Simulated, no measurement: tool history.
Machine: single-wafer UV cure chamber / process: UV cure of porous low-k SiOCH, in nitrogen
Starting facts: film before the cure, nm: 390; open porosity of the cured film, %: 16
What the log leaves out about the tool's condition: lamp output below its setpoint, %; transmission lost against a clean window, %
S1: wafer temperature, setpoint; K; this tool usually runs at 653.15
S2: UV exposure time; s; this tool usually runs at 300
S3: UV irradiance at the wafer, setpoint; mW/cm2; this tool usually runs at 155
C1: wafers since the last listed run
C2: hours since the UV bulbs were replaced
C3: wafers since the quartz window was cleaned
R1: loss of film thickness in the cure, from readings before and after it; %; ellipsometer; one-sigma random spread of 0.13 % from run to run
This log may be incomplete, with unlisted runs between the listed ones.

run 1 hour=0 | S1=653.15 S2=300 S3=146 | C1=0 C2=634.8 C3=2086 | R1=12.938
run 2 hour=87.8 | S1=653.15 S2=300 S3=146 | C1=557 C2=722.6 C3=2643 | R1=12.883
run 3 hour=173.8 | S1=653.15 S2=300 S3=146 | C1=545 C2=808.6 C3=3189 | R1=12.775
run 4 hour=210.4 | S1=653.15 S2=300 S3=155 | C1=232 C2=845.2 C3=3422 | R1=13.259
run 5 hour=296.2 | S1=653.15 S2=300 S3=155 | C1=544 C2=931 C3=3966 | R1=13.189
run 6 hour=389.6 | S1=653.15 S2=300 S3=155 | C1=592 C2=1024.4 C3=4559 | R1=13.116
-- hour=405 quartz window cleaned
run 7 hour=686.8 | S1=653.15 S2=300 S3=155 | C1=1835 C2=1321.6 C3=1788 | R1=13.179
run 8 hour=792 | S1=653.15 S2=300 S3=155 | C1=667 C2=1426.8 C3=2456 | R1=13.181
run 9 hour=861.8 | S1=653.15 S2=300 S3=155 | C1=443 C2=1496.6 C3=2899 | R1=12.911
run 10 hour=903.3 | S1=653.15 S2=195 S3=155 | C1=263 C2=1538.1 C3=3163 | R1=11.233
run 11 hour=964.6 | S1=653.15 S2=195 S3=155 | C1=389 C2=1599.4 C3=3552 | R1=11.028
-- hour=1075.4 quartz window cleaned
run 12 hour=1170.5 | S1=653.15 S2=195 S3=155 | C1=1256 C2=1805.3 C3=603 | R1=11.029
run 13 hour=1254 | S1=653.15 S2=300 S3=155 | C1=530 C2=1888.8 C3=1133 | R1=12.874
run 14 hour=1318.1 | S1=642.15 S2=300 S3=155 | C1=406 C2=1952.9 C3=1540 | R1=12.754
run 15 hour=1375.2 | S1=642.15 S2=300 S3=155 | C1=362 C2=2010 C3=1902 | R1=12.65
run 16 hour=1436.3 | S1=642.15 S2=300 S3=155 | C1=387 C2=2071.1 C3=2290 | R1=12.619
run 17 hour=1502.2 | S1=653.15 S2=300 S3=131 | C1=418 C2=2137 C3=2709 | R1=12.054
run 18 hour=1551.2 | S1=653.15 S2=300 S3=131 | C1=311 C2=2186 C3=3020 | R1=12.183
run 19 hour=1635.9 | S1=653.15 S2=300 S3=142 | C1=537 C2=2270.7 C3=3557 | R1=12.421
run 20 hour=1677.3 | S1=653.15 S2=300 S3=155 | C1=262 C2=2312.1 C3=3820 | R1=12.757
run 21 hour=1773.6 | S1=653.15 S2=220 S3=155 | C1=611 C2=2408.4 C3=4431 | R1=11.347
-- hour=1855.2 quartz window cleaned
-- hour=1867.2 UV bulbs replaced
run 22 hour=1875.3 | S1=653.15 S2=220 S3=155 | C1=544 C2=8.1 C3=77 | R1=11.036
run 23 hour=1938.3 | S1=653.15 S2=395 S3=155 | C1=399 C2=71.1 C3=477 | R1=13.362
run 24 hour=2045.5 | S1=653.15 S2=145 S3=155 | C1=680 C2=178.3 C3=1157 | R1=8.896
run 25 hour=2098.6 | S1=653.15 S2=300 S3=155 | C1=337 C2=231.4 C3=1494 | R1=12.204
run 26 hour=2172.2 | S1=666.15 S2=450 S3=179 | C1=467 C2=305 C3=1961 | R1=14.873
run 27 hour=2234 | S1=653.15 S2=300 S3=155 | C1=392 C2=366.8 C3=2354 | R1=12.011
run 28 hour=2275.1 | S1=653.15 S2=300 S3=155 | C1=260 C2=407.9 C3=2614 | R1=12.205
-- hour=2324.2 UV bulbs replaced, repeated, since the last time left the tool worse
run 29 hour=2333.1 | S1=666.15 S2=415 S3=191 | C1=317 C2=8.9 C3=2932 | R1=16.076
run 30 hour=2401.9 | S1=653.15 S2=195 S3=155 | C1=436 C2=77.7 C3=3369 | R1=11.291
run 31 hour=2503 | S1=653.15 S2=300 S3=155 | C1=641 C2=178.8 C3=4010 | R1=13.409
-- hour=2517.9 quartz window cleaned
run 32 hour=2556.7 | S1=646.15 S2=245 S3=121 | C1=290 C2=232.5 C3=246 | R1=11.484
run 33 hour=2641.4 | S1=647.15 S2=250 S3=129 | C1=537 C2=317.2 C3=783 | R1=11.556
run 34 hour=2719.3 | S1=669.15 S2=195 S3=139 | C1=494 C2=395.1 C3=1278 | R1=11.098
run 35 hour=2815.4 | S1=668.15 S2=390 S3=137 | C1=610 C2=491.2 C3=1888 | R1=14.4
run 36 hour=2899.9 | S1=641.15 S2=300 S3=190 | C1=536 C2=575.7 C3=2424 | R1=14.103
run 37 hour=2992.8 | S1=670.15 S2=470 S3=143 | C1=589 C2=668.6 C3=3014 | R1=15.391
run 38 hour=3080.8 | S1=667.15 S2=205 S3=144 | C1=558 C2=756.6 C3=3572 | R1=11.447
run 39 hour=3127.3 | S1=668.15 S2=390 S3=137 | C1=295 C2=803.1 C3=3868 | R1=14.209
-- hour=3203.3 quartz window cleaned
run 40 hour=3224.6 | S1=653.15 S2=190 S3=181 | C1=566 C2=900.4 C3=135 | R1=11.93
run 41 hour=3277.7 | S1=653.15 S2=300 S3=155 | C1=337 C2=953.5 C3=472 | R1=13.369
run 42 hour=3320.8 | S1=653.15 S2=300 S3=155 | C1=273 C2=996.6 C3=745 | R1=13.14
run 43 hour=3370.6 | S1=639.15 S2=200 S3=173 | C1=316 C2=1046.4 C3=1061 | R1=11.485
run 44 hour=3436.7 | S1=635.15 S2=155 S3=175 | C1=419 C2=1112.5 C3=1481 | R1=10.558
run 45 hour=3526.8 | S1=638.15 S2=300 S3=116 | C1=571 C2=1202.6 C3=2053 | R1=11.764
run 46 hour=3591.8 | S1=653.15 S2=195 S3=155 | C1=412 C2=1267.6 C3=2465 | R1=11.342
run 47 hour=3687.9 | S1=653.15 S2=300 S3=194 | C1=610 C2=1363.7 C3=3075 | R1=14.258

Below, some changes in R1 between adjacent runs. For each, the amount present without the hidden state too (settings, incoming material, random variation) and the amount remaining for the hidden state with gauge scatter not shared by both compared results:
Run 21 -> 22: quartz window cleaned, UV bulbs replaced. R1 -0.311 %: hidden state -0.572, all else +0.261.
Run 23 -> 24: S2 395 -> 145. R1 -4.466 %: hidden state +0.126, all else -4.592.
Run 28 -> 29: S1 653.15 -> 666.15, S2 300 -> 415, S3 155 -> 191, UV bulbs replaced, repeated, since the last time left the tool worse. R1 +3.871 %: hidden state +1.253, all else +2.618.
Run 29 -> 30: S1 666.15 -> 653.15, S2 415 -> 195, S3 191 -> 155. R1 -4.785 %: hidden state +0.001, all else -4.786.
Run 37 -> 38: S1 670.15 -> 667.15, S2 470 -> 205, S3 143 -> 144. R1 -3.944 %: hidden state -0.008, all else -3.936.
